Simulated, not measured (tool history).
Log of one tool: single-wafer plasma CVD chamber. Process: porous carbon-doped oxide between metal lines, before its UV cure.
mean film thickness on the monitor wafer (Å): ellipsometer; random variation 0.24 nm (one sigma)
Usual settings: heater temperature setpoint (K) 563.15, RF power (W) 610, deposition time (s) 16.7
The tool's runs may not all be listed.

| run | day | heater temperature setpoint (K) | RF power (W) | deposition time (s) | wafers since the last listed run | hours since the last thermocouple change | hours since the last RF generator calibration | hours since the showerhead was replaced | hours since the gauge calibration | read-back reference wafer on the same gauge, thickness_nm | mean film thickness on the monitor wafer (Å) |
|---|---|---|---|---|---|---|---|---|---|---|---|
| 1 | 0 | 563.15 | 610 | 16.7 | 0 | 1954.3 | 698.1 | 7498.8 | 45.8 | 129.932 | 1105.39 |
| 2 | 0.604 | 563.15 | 610 | 16.7 | 379 | 1968.8 | 712.6 | 7513.3 | 60.3 | 129.984 | 1105.76 |
| 3 | 1.154 | 563.15 | 610 | 16.7 | 345 | 1982 | 725.8 | 7526.5 | 73.5 | 129.971 | 1104.66 |
| 4 | 1.446 | 563.15 | 610 | 15.7 | 183 | 1989 | 732.8 | 7533.5 | 80.5 | 129.964 | 1041.7 |
| 5 | 1.975 | 563.15 | 610 | 16.7 | 332 | 2001.7 | 745.5 | 7546.2 | 93.2 | 129.957 | 1100.52 |
| 6 | 2.35 | 563.15 | 610 | 16.7 | 235 | 2010.7 | 754.5 | 7555.2 | 102.2 | 130.018 | 1103.65 |
| 7 | 3.017 | 563.15 | 610 | 16.7 | 419 | 2026.7 | 770.5 | 7571.2 | 118.2 | 129.985 | 1099.35 |
|  | 3.458 | showerhead replaced |
| 8 | 3.629 | 563.15 | 610 | 16.7 | 175 | 2041.4 | 785.2 | 4.1 | 132.9 | 129.935 | 1101.62 |
|  | 4.338 | thermocouple changed; heater temperature recalibrated |
| 9 | 4.358 | 563.15 | 610 | 16.7 | 248 | 0.5 | 802.7 | 21.6 | 150.4 | 130.057 | 1107.55 |
| 10 | 4.846 | 563.15 | 610 | 16.7 | 306 | 12.2 | 814.4 | 33.3 | 162.1 | 129.999 | 1106.26 |
| 11 | 5.383 | 557.15 | 610 | 16.7 | 337 | 25.1 | 827.3 | 46.2 | 175 | 129.95 | 1140.7 |
|  | 5.625 | gauge calibrated |
|  | 5.775 | RF generator calibrated |
| 12 | 6.129 | 563.15 | 610 | 19.7 | 259 | 43 | 8.5 | 64.1 | 12.1 | 129.982 | 1336.86 |
| 13 | 6.717 | 563.15 | 540 | 15.4 | 369 | 57.1 | 22.6 | 78.2 | 26.2 | 130.059 | 998.43 |
| 14 | 7 | 551.15 | 710 | 15.7 | 178 | 63.9 | 29.4 | 85 | 33 | 130.017 | 1230.41 |

The next listed run, before its measurement:
| 15 | 7.442 | 563.15 | 655 | 16.7 | 277 | 74.5 | 40 | 95.6 | 43.6 | ? | ? |

read-back reference wafer on the same gauge, thickness_nm: 130.026
mean film thickness on the monitor wafer (Å): 1169.69
Without the tool's hidden state the same run would have given mean film thickness on the monitor wafer (Å) 1179.86.

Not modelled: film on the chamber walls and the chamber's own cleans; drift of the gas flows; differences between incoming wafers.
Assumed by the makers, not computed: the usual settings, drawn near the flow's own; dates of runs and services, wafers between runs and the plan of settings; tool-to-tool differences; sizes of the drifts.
